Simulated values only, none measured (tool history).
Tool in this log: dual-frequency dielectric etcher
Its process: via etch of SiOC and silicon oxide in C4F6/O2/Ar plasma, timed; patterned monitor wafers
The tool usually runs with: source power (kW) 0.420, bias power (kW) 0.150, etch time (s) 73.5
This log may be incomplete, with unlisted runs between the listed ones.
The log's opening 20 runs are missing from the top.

run   hour  source power (kW)  bias power (kW)  etch time (s)  wafers since the last listed run  hours since the last wet clean  hours since the last source power generator calibration  hours since the last bias power generator calibration  hours since the last upper electrode change  hours since the gauge calibration  read-back reference wafer on the same gauge, depth_nm  mean etch depth across the wafer (angstrom)
     515.4  -- bias power generator calibrated
     518.8  -- gauge calibrated
 21  543.3              0.420            0.137           84.0                               334                           192.4                                                    519.8                                                   27.9                                        223.6                               24.5                                                   80.2                                          901
 22  568.8              0.320            0.150           62.5                               294                           217.9                                                    545.3                                                   53.4                                        249.1                               50.0                                                   80.2                                          623
 23  580.8              0.420            0.150           73.5                               138                           229.9                                                    557.3                                                   65.4                                        261.1                               62.0                                                   80.2                                          809
 24  602.3              0.420            0.150           88.0                               248                           251.4                                                    578.8                                                   86.9                                        282.6                               83.5                                                   80.2                                          966
 25  627.3              0.330            0.170           73.5                               288                           276.4                                                    603.8                                                  111.9                                        307.6                              108.5                                                   80.1                                          769
 26  649.4              0.470            0.160           89.0                               255                           298.5                                                    625.9                                                  134.0                                        329.7                              130.6                                                   80.2                                         1038
     702.6  -- wet clean of the chamber
 27  703.1              0.370            0.168           94.0                               342                             0.5                                                    679.6                                                  187.7                                        383.4                              184.3                                                   80.2                                         1035
 28  703.4              0.420            0.166           58.5                                 3                             0.8                                                    679.9                                                  188.0                                        383.7                              184.6                                                   80.2                                          672
 29  711.2              0.460            0.174           55.5                                90                             8.6                                                    687.7                                                  195.8                                        391.5                              192.4                                                   80.1                                          669
 30  734.2              0.420            0.122           86.0                               265                            31.6                                                    710.7                                                  218.8                                        414.5                              215.4                                                   80.2                                          895

4 options for the next run, each taken on its own from the tool as it stands now. Forecast them:
  A  734.6              0.420            0.150           80.5                                 4                            32.0                                                    711.1                                                  219.2                                        414.9                              215.8                                                      ?                                            ?
  B  734.6              0.500            0.137           91.0                                 4                            32.0                                                    711.1                                                  219.2                                        414.9                              215.8                                                      ?                                            ?
  C  734.6              0.360            0.115           84.5                                 4                            32.0                                                    711.1                                                  219.2                                        414.9                              215.8                                                      ?                                            ?
  D  734.6              0.370            0.179           73.5                                 4                            32.0                                                    711.1                                                  219.2                                        414.9                              215.8                                                      ?                                            ?

run  read-back reference wafer on the same gauge, depth_nm  mean etch depth across the wafer (angstrom)
  A                                                   80.2                                          894
  B                                                   80.2                                         1048
  C                                                   80.2                                          817
  D                                                   80.2                                          824
What these runs would have given with no unlogged condition in the tool:
run  mean etch depth across the wafer (angstrom)
  A                                          895
  B                                         1050
  C                                          819
  D                                          826
